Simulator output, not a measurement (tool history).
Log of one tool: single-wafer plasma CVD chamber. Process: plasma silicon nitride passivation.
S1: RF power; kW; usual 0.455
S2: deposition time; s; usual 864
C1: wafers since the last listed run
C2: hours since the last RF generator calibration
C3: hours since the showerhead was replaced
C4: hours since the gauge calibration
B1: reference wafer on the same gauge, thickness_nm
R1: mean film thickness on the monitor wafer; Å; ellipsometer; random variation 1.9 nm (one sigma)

run     day     S1    S2  C1      C2      C3     C4        B1        R1
  1       0  0.455   864   0  1374.8  4628.8  218.2   1090.01  12666.04
  2    0.75  0.455   864  30  1392.8  4646.8  236.2  1089.635  12661.77
  3   1.104  0.455   864  14  1401.3  4655.3  244.7  1090.209  12683.75
  4   1.754  0.455   864  26  1416.9  4670.9  260.3  1089.877   12654.1
  5   2.375  0.435   743  25  1431.8  4685.8  275.2  1089.974  10750.25
  6   2.729  0.435   743  14  1440.3  4694.3  283.7  1090.049  10730.41
      2.917  -- gauge calibrated
  7   3.229  0.455   864  20  1452.3  4706.3    7.5  1090.503  12687.95
  8   3.675  0.455   829  18    1463    4717   18.2   1089.87   12165.8
  9   3.979  0.455   829  12  1470.3  4724.3   25.5  1089.819  12140.37
 10   4.579  0.455   968  24  1484.7  4738.7   39.9  1090.449  14186.27
 11   6.525  0.455   864  78  1531.4  4785.4   86.6  1090.043   12648.1
 12   6.871  0.455   864  14  1539.7  4793.7   94.9  1089.956  12653.67
 13   7.533  0.455   864  26  1555.6  4809.6  110.8  1089.903  12638.79
 14   8.217  0.455   946  27    1572    4826  127.2  1089.709   13847.9
 15   8.579  0.455   972  14  1580.7  4834.7  135.9  1090.113  14170.37
 16   9.692  0.455   864  45  1607.4  4861.4  162.6  1090.545  12606.75
 17  10.242  0.455   999  22  1620.6  4874.6  175.8  1090.362  14579.67
 18  10.621  0.455   999  15  1629.7  4883.7  184.9  1089.909  14567.38
 19  11.162  0.455   864  21  1642.7  4896.7  197.9  1090.021  12606.45
     11.575  -- RF generator calibrated
 20  11.671  0.455   864   7     2.3  4908.9  210.1  1090.423  12454.87
 21    12.4  0.515  1000  29    19.8  4926.4  227.6  1089.931  14927.97
 22  13.062  0.455   805  26    35.7  4942.3  243.5  1090.066  11619.19
 23  13.346  0.455   864  11    42.5  4949.1  250.3   1090.34  12470.45
     13.888  -- gauge calibrated
 24  14.054   0.49   727  28    59.5  4966.1      4  1089.826  10696.35
     14.879  -- showerhead replaced
     15.088  -- RF generator calibrated, repeated, since the last time left the tool worse
 25  15.108    0.5   818  20     0.5     5.5   29.3  1090.143  12423.61
 26  15.362   0.42   912  10     6.6    11.6   35.4  1089.796  13282.91
 27  16.083  0.455   864  29    23.9    28.9   52.7  1089.738  12807.65
 28   16.45   0.49   969  14    32.7    37.7   61.5  1090.412  14665.82
 29  16.925  0.455   864  19    44.1    49.1   72.9  1090.489  12809.94
 30  17.308   0.48   812  15    53.3    58.3   82.1   1089.74  12227.18
 31  17.817    0.4   776  20    65.5    70.5   94.3  1089.961  11118.88
 32  18.533  0.455   864  29    82.7    87.7  111.5  1090.082  12798.69
 33  19.033   0.52   975  20    94.7    99.7  123.5  1090.102  14995.68
 34    19.4  0.425   704  14   103.5   108.5  132.3  1089.725  10226.54
 35  19.688  0.365   791  11   110.4   115.4  139.2   1090.03  11056.64
 36  20.017  0.455   864  13   118.3   123.3  147.1  1089.681  12821.13

What the log doesn't show, run by run:
gauge reads high (%): 0 in every run
H1: delivered RF power above the setpoint (%)
run      H1
  1   -4.48
  2   -4.59
  3   -4.65
  4   -4.75
  5   -4.85
  6   -4.91
  7   -4.99
  8   -5.06
  9   -5.11
 10   -5.21
 11   -5.54
 12    -5.6
 13   -5.72
 14   -5.83
 15    -5.9
 16    -6.1
 17    -6.2
 18   -6.27
 19   -6.37
 20   -10.4
 21   -10.4
 22   -10.4
 23   -10.4
 24   -10.4
 25  -0.514
 26  -0.514
 27  -0.515
 28  -0.517
 29  -0.519
 30  -0.521
 31  -0.524
 32   -0.53
 33  -0.535
 34  -0.539
 35  -0.543
 36  -0.547
